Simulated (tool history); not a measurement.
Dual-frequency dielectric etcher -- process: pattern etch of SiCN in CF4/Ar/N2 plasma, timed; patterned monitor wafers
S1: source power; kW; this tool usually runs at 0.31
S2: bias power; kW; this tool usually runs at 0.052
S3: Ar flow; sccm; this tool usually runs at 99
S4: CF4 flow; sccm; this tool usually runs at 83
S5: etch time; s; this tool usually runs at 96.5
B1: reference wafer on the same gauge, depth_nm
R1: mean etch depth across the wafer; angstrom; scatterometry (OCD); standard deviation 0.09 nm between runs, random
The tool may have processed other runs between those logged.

{"run": 1, "hour": 0.0, "S1": 0.31, "S2": 0.052, "S3": 76, "S4": 96, "S5": 96.5, "B1": 51.8, "R1": 661}
{"run": 2, "hour": 0.4, "S1": 0.38, "S2": 0.062, "S3": 99, "S4": 99, "S5": 113.5, "B1": 51.8, "R1": 896}
{"run": 3, "hour": 6.9, "S1": 0.31, "S2": 0.052, "S3": 99, "S4": 83, "S5": 96.5, "B1": 51.8, "R1": 628}
{"run": 4, "hour": 13.2, "S1": 0.31, "S2": 0.052, "S3": 99, "S4": 83, "S5": 96.5, "B1": 51.8, "R1": 630}
{"hour": 14.9, "done": "gauge calibrated"}
{"hour": 17.9, "done": "source power generator calibrated"}
{"run": 5, "hour": 24.2, "S1": 0.29, "S2": 0.052, "S3": 99, "S4": 83, "S5": 96.5, "B1": 51.8, "R1": 572}
{"run": 6, "hour": 31.9, "S1": 0.31, "S2": 0.049, "S3": 99, "S4": 83, "S5": 96.5, "B1": 51.8, "R1": 585}
{"run": 7, "hour": 48.2, "S1": 0.31, "S2": 0.052, "S3": 116, "S4": 95, "S5": 76, "B1": 51.8, "R1": 461}
{"hour": 69.5, "done": "Ar flow controller replaced"}
{"hour": 81.1, "done": "bias power generator calibrated"}
{"hour": 90.6, "done": "upper electrode replaced"}
{"run": 8, "hour": 91.1, "S1": 0.31, "S2": 0.052, "S3": 79, "S4": 83, "S5": 96.5, "B1": 51.8, "R1": 615}
{"run": 9, "hour": 95.4, "S1": 0.31, "S2": 0.052, "S3": 99, "S4": 83, "S5": 96.5, "B1": 51.8, "R1": 596}
{"run": 10, "hour": 102.2, "S1": 0.31, "S2": 0.052, "S3": 99, "S4": 83, "S5": 96.5, "B1": 51.8, "R1": 594}
{"run": 11, "hour": 110.8, "S1": 0.28, "S2": 0.065, "S3": 99, "S4": 92, "S5": 71.5, "B1": 51.8, "R1": 445}
{"run": 12, "hour": 119.3, "S1": 0.35, "S2": 0.052, "S3": 110, "S4": 83, "S5": 96.5, "B1": 51.8, "R1": 632}
{"run": 13, "hour": 125.8, "S1": 0.31, "S2": 0.052, "S3": 99, "S4": 83, "S5": 96.5, "B1": 51.8, "R1": 594}
{"run": 14, "hour": 132.7, "S1": 0.35, "S2": 0.057, "S3": 86, "S4": 83, "S5": 123, "B1": 51.8, "R1": 857}
{"run": 15, "hour": 144.5, "S1": 0.28, "S2": 0.052, "S3": 99, "S4": 65, "S5": 96.5, "B1": 51.8, "R1": 550}
{"run": 16, "hour": 155.1, "S1": 0.31, "S2": 0.052, "S3": 99, "S4": 83, "S5": 96.5, "B1": 51.8, "R1": 596}
{"run": 17, "hour": 166.3, "S1": 0.31, "S2": 0.052, "S3": 99, "S4": 83, "S5": 79.5, "B1": 51.8, "R1": 489}
{"run": 18, "hour": 178.2, "S1": 0.31, "S2": 0.052, "S3": 99, "S4": 101, "S5": 96.5, "B1": 51.8, "R1": 605}
{"run": 19, "hour": 189.2, "S1": 0.31, "S2": 0.052, "S3": 99, "S4": 77, "S5": 96.5, "B1": 51.8, "R1": 592}
{"run": 20, "hour": 203.9, "S1": 0.31, "S2": 0.046, "S3": 93, "S4": 83, "S5": 96.5, "B1": 51.8, "R1": 579}

5 options for the next run, each taken on its own from the tool as it stands now. Forecast them:
{"run": "A", "hour": 204.3, "S1": 0.37, "S2": 0.052, "S3": 99, "S4": 83, "S5": 96.5, "B1": "?", "R1": "?"}
{"run": "B", "hour": 204.3, "S1": 0.36, "S2": 0.052, "S3": 86, "S4": 74, "S5": 96.5, "B1": "?", "R1": "?"}
{"run": "C", "hour": 204.3, "S1": 0.31, "S2": 0.052, "S3": 99, "S4": 98, "S5": 96.5, "B1": "?", "R1": "?"}
{"run": "D", "hour": 204.3, "S1": 0.31, "S2": 0.047, "S3": 107, "S4": 77, "S5": 107.5, "B1": "?", "R1": "?"}
{"run": "E", "hour": 204.3, "S1": 0.27, "S2": 0.063, "S3": 99, "S4": 83, "S5": 85.5, "B1": "?", "R1": "?"}

run=A B1=51.8 R1=663
run=B B1=51.8 R1=661
run=C B1=51.8 R1=602
run=D B1=51.8 R1=631
run=E B1=51.8 R1=512
Take away the tool's hidden state, keep each run's random variation, and the runs would have read:
run=A R1=671
run=B R1=669
run=C R1=609
run=D R1=638
run=E R1=518
